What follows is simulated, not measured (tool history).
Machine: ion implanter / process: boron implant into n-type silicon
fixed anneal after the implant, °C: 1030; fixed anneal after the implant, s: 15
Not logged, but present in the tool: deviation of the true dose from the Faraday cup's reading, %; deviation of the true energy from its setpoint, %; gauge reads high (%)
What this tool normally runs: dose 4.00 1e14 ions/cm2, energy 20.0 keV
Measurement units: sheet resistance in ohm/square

| run | hour | dose | energy | wafers since the last listed run | hours since the last dose calibration | hours since the extraction supply was calibrated | hours since the gauge calibration | read-back reference wafer on the same gauge, sheet resistance | sheet resistance |
|---|---|---|---|---|---|---|---|---|---|
| 1 | 0.0 | 4.00 | 20.0 | 0 | 714.9 | 3162.8 | 1215.2 | 293.00 | 310.63 |
|  | 11.4 | gauge calibrated |
| 2 | 68.2 | 4.00 | 20.0 | 1171 | 783.1 | 3231.0 | 56.8 | 293.11 | 311.83 |
| 3 | 133.8 | 4.00 | 20.0 | 1127 | 848.7 | 3296.6 | 122.4 | 293.01 | 312.74 |
| 4 | 183.5 | 4.00 | 20.0 | 854 | 898.4 | 3346.3 | 172.1 | 293.02 | 312.53 |
|  | 371.7 | Faraday cup replaced and dose calibrated |
| 5 | 381.4 | 4.00 | 20.0 | 3263 | 9.7 | 3544.2 | 370.0 | 293.05 | 307.39 |
| 6 | 417.4 | 4.00 | 20.0 | 618 | 45.7 | 3580.2 | 406.0 | 292.89 | 308.50 |
| 7 | 461.2 | 4.00 | 16.0 | 752 | 89.5 | 3624.0 | 449.8 | 292.98 | 316.13 |
| 8 | 496.4 | 4.00 | 23.0 | 604 | 124.7 | 3659.2 | 485.0 | 293.01 | 303.10 |
| 9 | 712.3 | 4.00 | 23.0 | 3709 | 340.6 | 3875.1 | 700.9 | 293.03 | 305.47 |
| 10 | 766.7 | 4.00 | 23.0 | 934 | 395.0 | 3929.5 | 755.3 | 292.87 | 305.98 |
| 11 | 792.7 | 4.00 | 20.0 | 446 | 421.0 | 3955.5 | 781.3 | 293.09 | 309.50 |
| 12 | 860.5 | 4.00 | 20.0 | 1165 | 488.8 | 4023.3 | 849.1 | 293.06 | 311.71 |
| 13 | 887.8 | 4.00 | 20.0 | 469 | 516.1 | 4050.6 | 876.4 | 293.01 | 311.77 |
|  | 922.0 | extraction supply calibrated |
| 14 | 956.0 | 3.30 | 22.5 | 1034 | 584.3 | 34.0 | 944.6 | 293.02 | 357.90 |
| 15 | 1019.4 | 3.30 | 22.5 | 1089 | 647.7 | 97.4 | 1008.0 | 293.02 | 360.31 |
| 16 | 1074.1 | 4.00 | 20.0 | 939 | 702.4 | 152.1 | 1062.7 | 293.08 | 312.90 |
| 17 | 1121.8 | 4.00 | 20.0 | 819 | 750.1 | 199.8 | 1110.4 | 292.95 | 312.57 |
| 18 | 1169.9 | 4.84 | 24.0 | 826 | 798.2 | 247.9 | 1158.5 | 293.09 | 263.07 |
| 19 | 1228.9 | 4.00 | 20.0 | 1013 | 857.2 | 306.9 | 1217.5 | 292.90 | 312.71 |
| 20 | 1290.3 | 4.89 | 24.5 | 1055 | 918.6 | 368.3 | 1278.9 | 292.99 | 260.94 |
|  | 1293.4 | gauge calibrated |
| 21 | 1319.0 | 3.01 | 17.5 | 493 | 947.3 | 397.0 | 25.6 | 293.03 | 401.79 |
|  | 1381.0 | Faraday cup replaced and dose calibrated |
| 22 | 1384.4 | 4.00 | 26.0 | 986 | 3.4 | 462.4 | 91.0 | 293.00 | 301.64 |
| 23 | 1428.2 | 5.15 | 24.0 | 752 | 47.2 | 506.2 | 134.8 | 292.91 | 247.56 |
| 24 | 1479.6 | 5.00 | 22.5 | 883 | 98.6 | 557.6 | 186.2 | 293.01 | 256.31 |
| 25 | 1511.5 | 4.00 | 20.0 | 548 | 130.5 | 589.5 | 218.1 | 292.96 | 312.20 |
| 26 | 1539.2 | 5.13 | 16.0 | 475 | 158.2 | 617.2 | 245.8 | 293.01 | 258.80 |
| 27 | 1576.9 | 4.00 | 13.5 | 647 | 195.9 | 654.9 | 283.5 | 292.89 | 324.27 |
| 28 | 1617.7 | 4.66 | 15.5 | 701 | 236.7 | 695.7 | 324.3 | 292.84 | 282.13 |
| 29 | 1673.2 | 4.95 | 14.5 | 953 | 292.2 | 751.2 | 379.8 | 293.03 | 270.30 |
| 30 | 1707.4 | 4.00 | 20.0 | 587 | 326.4 | 785.4 | 414.0 | 293.08 | 311.24 |
| 31 | 1756.2 | 5.12 | 20.0 | 838 | 375.2 | 834.2 | 462.8 | 293.01 | 254.61 |
| 32 | 1804.5 | 3.03 | 22.5 | 829 | 423.5 | 882.5 | 511.1 | 292.93 | 386.52 |
| 33 | 1832.2 | 3.65 | 25.5 | 475 | 451.2 | 910.2 | 538.8 | 292.85 | 327.91 |
| 34 | 1892.4 | 3.00 | 20.0 | 1034 | 511.4 | 970.4 | 599.0 | 293.03 | 393.02 |
| 35 | 1954.2 | 4.00 | 20.0 | 1061 | 573.2 | 1032.2 | 660.8 | 293.08 | 312.75 |

What if the next run were any one of these 3? Each begins from the tool's condition after run 35:
| A | 1954.6 | 4.81 | 20.0 | 6 | 573.6 | 1032.6 | 661.2 | ? | ? |
| B | 1954.6 | 3.47 | 20.0 | 6 | 573.6 | 1032.6 | 661.2 | ? | ? |
| C | 1954.6 | 4.45 | 17.0 | 6 | 573.6 | 1032.6 | 661.2 | ? | ? |

| run | read-back reference wafer on the same gauge, sheet resistance | sheet resistance |
|---|---|---|
| A | 293.14 | 269.47 |
| B | 293.14 | 351.16 |
| C | 293.14 | 292.16 |
Stripped of hidden state, with their random variation kept, the same runs would have yielded:
| run | sheet resistance |
|---|---|
| A | 265.00 |
| B | 345.43 |
| C | 287.34 |
